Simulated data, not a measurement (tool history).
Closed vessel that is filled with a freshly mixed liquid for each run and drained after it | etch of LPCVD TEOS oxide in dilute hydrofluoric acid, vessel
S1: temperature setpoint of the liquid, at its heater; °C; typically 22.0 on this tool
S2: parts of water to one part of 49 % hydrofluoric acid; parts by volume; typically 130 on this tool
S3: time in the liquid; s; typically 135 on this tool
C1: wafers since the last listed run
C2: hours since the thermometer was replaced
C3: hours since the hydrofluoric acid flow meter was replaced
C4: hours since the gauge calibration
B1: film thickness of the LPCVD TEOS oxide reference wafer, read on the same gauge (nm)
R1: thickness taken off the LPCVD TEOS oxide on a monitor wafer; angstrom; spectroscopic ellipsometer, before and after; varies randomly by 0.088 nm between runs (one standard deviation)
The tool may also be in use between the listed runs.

run    hour    S1   S2   S3     C1      C2      C3      C4     B1     R1
  1     0.0  22.0  130  135      0   109.0     8.3   947.5  29.98  243.2
  2    37.9  22.0  130  135   4325   146.9    46.2   985.4  29.97  242.5
  3    84.0  22.0  130  135   5260   193.0    92.3  1031.5  29.97  241.3
  4   144.5  22.0  130  135   6904   253.5   152.8  1092.0  29.98  242.3
  5   182.4  24.5  130  135   4325   291.4   190.7  1129.9  30.02  266.9
  6   284.9  24.5  130  135  11696   393.9   293.2  1232.4  29.99  264.8
  7   346.6  22.0  150   95   7040   455.6   354.9  1294.1  30.00  142.5
  8   436.0  22.0  150   95  10202   545.0   444.3  1383.5  30.00  144.3
  9   507.6  20.5  105  135   8170   616.6   515.9  1455.1  30.01  287.8
 10   593.0  20.5  105  135   9745   702.0   601.3  1540.5  29.99  285.3
 11   665.8  19.5  170  135   8307   774.8   674.1  1613.3  30.04  158.5
 12   757.5  19.5  170  135  10464   866.5   765.8  1705.0  29.99  158.5
 13   807.2  19.5  170  135   5671   916.2   815.5  1754.7  30.01  158.3
 14   867.4  24.5  130  150   6869   976.4   875.7  1814.9  29.99  292.4
 15   908.3  24.5  130  150   4667  1017.3   916.6  1855.8  29.99  291.5
 16   982.3  24.5  130  150   8444  1091.3   990.6  1929.8  30.01  292.1
 17  1242.1  22.0  130  135  29647  1351.1  1250.4  2189.6  30.00  236.9
 18  1286.9  22.0  130  135   5112  1395.9  1295.2  2234.4  30.01  235.1
 19  1343.4  25.5  130  210   6447  1452.4  1351.7  2290.9  29.98  420.2
     1351.6  -- hydrofluoric acid flow meter replaced
 20  1423.1  20.5  105  135   8980  1532.1    71.5  2370.6  30.02  277.1
 21  1508.5  22.0  130  135   9745  1617.5   156.9  2456.0  29.99  229.4
     1576.4  -- gauge calibrated
     1586.4  -- thermometer replaced
 22  1610.0  20.5  130  155  11468    23.6   258.4    33.6  30.01  247.2
 23  1701.0  22.0  130  135  10384   114.6   349.4   124.6  30.00  227.3
     1748.0  -- hydrofluoric acid flow meter replaced, repeated, since the last time left the tool worse
 24  1769.3  22.0  160  175   7680   182.9    21.3   192.9  29.99  246.5
 25  1824.7  22.0  130  135   6322   238.3    76.7   248.3  30.00  242.5
 26  1902.0  26.0  130   70   8821   315.6   154.0   325.6  29.98  145.6
 27  1962.4  23.5  180  135   6892   376.0   214.4   386.0  30.00  174.4
 28  2010.5  23.5  165  200   5489   424.1   262.5   434.1  29.99  286.9
 29  2082.5  26.0  185  180   8216   496.1   334.5   506.1  29.99  247.7
 30  2168.3  24.0  190   75   9791   581.9   420.3   591.9  29.98   91.9
 31  2228.8  22.0  180  100   6904   642.4   480.8   652.4  29.97  121.8
 32  2319.2  19.5  115  135  10316   732.8   571.2   742.8  30.00  249.6

What if the next run were any one of these 4? Each begins from the tool's condition after run 32:
  A  2319.9  22.0  145  135  79  733.5  571.9  743.5   ?   ?
  B  2319.9  19.0   90   85  79  733.5  571.9  743.5   ?   ?
  C  2319.9  22.0  130  110  79  733.5  571.9  743.5   ?   ?
  D  2319.9  22.0   95  210  79  733.5  571.9  743.5   ?   ?

run     B1     R1
  A  29.99  211.1
  B  29.99  201.7
  C  29.99  195.1
  D  29.99  530.9
Take away the tool's hidden state, keep each run's random variation, and the runs would have read:
run     R1
  A  213.9
  B  204.2
  C  197.7
  D  537.6
